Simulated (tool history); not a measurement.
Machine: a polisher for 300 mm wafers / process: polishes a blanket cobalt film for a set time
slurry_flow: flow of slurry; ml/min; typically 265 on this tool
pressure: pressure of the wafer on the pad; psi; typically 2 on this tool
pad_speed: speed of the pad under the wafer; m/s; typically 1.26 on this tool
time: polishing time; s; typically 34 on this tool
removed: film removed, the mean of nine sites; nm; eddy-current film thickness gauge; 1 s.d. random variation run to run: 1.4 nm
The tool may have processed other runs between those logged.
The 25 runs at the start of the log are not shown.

run	hour	slurry_flow	pressure	pad_speed	time	wafers since the last listed run	wafers polished on this pad	hours since the slurry nozzle was cleaned	hours since the head pressure was calibrated	incoming thickness of the incoming film, nm	removed
26	1237.2	265	2	1.26	34	691	2704	344.7	385.9	1208.3	179.1
27	1277.3	265	2	1.26	34	386	3090	384.8	426	1228.3	178.1
# hour 1320.6: slurry nozzle cleaned
28	1325.8	265	2	1.26	34	457	3548	5.2	474.5	1218.4	183
# hour 1353.9: worn pad replaced by a new one
29	1354.8	265	2	1.26	34	240	8	34.2	503.5	1222.2	182.9
30	1409.7	180	2	0.98	24	529	538	89.1	558.4	1205.9	96.3
31	1447.1	210	2	1.48	34	360	898	126.5	595.8	1212.7	211.6
32	1474.3	350	2	1.52	25	262	1160	153.7	623	1211.4	165
33	1525.7	310	2	1.26	29	495	1656	205.1	674.4	1217.4	155
# hour 1537.5: head pressure recalibrated
34	1558.9	325	2.3	0.98	34	300	1956	238.3	21.4	1226.7	162.6
35	1607.8	205	2	1.26	34	471	2428	287.2	70.3	1212	176.5
36	1634.1	265	2	1.26	34	253	2681	313.5	96.6	1223.3	179.8
37	1661.9	265	2	1.26	45	267	2949	341.3	124.4	1198.7	234
# hour 1696.8: slurry nozzle cleaned
38	1711.8	235	2.5	1.46	38	471	3420	15	174.3	1217.5	293.2

3 options for the next run, each taken on its own from the tool as it stands now. Forecast them:
A	1712.2	335	2	1.26	34	3	3424	15.4	174.7	1217.3	?
B	1712.2	210	2.5	1.04	29	3	3424	15.4	174.7	1217.3	?
C	1712.2	265	1.4	0.86	27	3	3424	15.4	174.7	1217.3	?

run	removed
A	189.2
B	160
C	72.2
Stripped of hidden state, with their random variation kept, the same runs would have yielded:
run	removed
A	190.4
B	161.3
C	72.7
